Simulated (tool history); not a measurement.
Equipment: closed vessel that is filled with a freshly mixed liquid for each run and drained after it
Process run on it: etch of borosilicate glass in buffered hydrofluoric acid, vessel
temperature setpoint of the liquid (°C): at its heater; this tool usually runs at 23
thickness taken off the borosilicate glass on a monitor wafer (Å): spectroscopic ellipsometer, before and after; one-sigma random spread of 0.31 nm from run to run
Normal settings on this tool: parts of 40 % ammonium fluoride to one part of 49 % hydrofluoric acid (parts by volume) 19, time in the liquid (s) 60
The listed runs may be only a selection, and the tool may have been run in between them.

run,day,temperature setpoint of the liquid (°C),parts of 40 % ammonium fluoride to one part of 49 % hydrofluoric acid (parts by volume),time in the liquid (s),"read-back film thickness of the borosilicate glass reference wafer, read on the same gauge (nm)",thickness taken off the borosilicate glass on a monitor wafer (Å)
1,0.000,23,19,60,50.01,326.8
2,1.392,23,19,60,49.99,323.3
3,3.600,23,19,60,50.03,315.9
4,5.150,23,19,60,49.99,319.5
5,6.708,23,19,60,50.00,320.0
6,9.650,23,17,60,50.04,355.2
7,11.888,23,17,60,49.95,349.9

Run 8 comes next. What will it give?
# day 12.254: thermometer replaced
# day 12.625: hydrofluoric acid flow meter replaced
# day 13.483: gauge calibrated
8,14.662,23,19,60,?,?

read-back film thickness of the borosilicate glass reference wafer, read on the same gauge (nm): 49.96
thickness taken off the borosilicate glass on a monitor wafer (Å): 349.5
If the tool had no hidden condition, the same run with the same run-to-run variation would have returned thickness taken off the borosilicate glass on a monitor wafer (Å) 355.6.
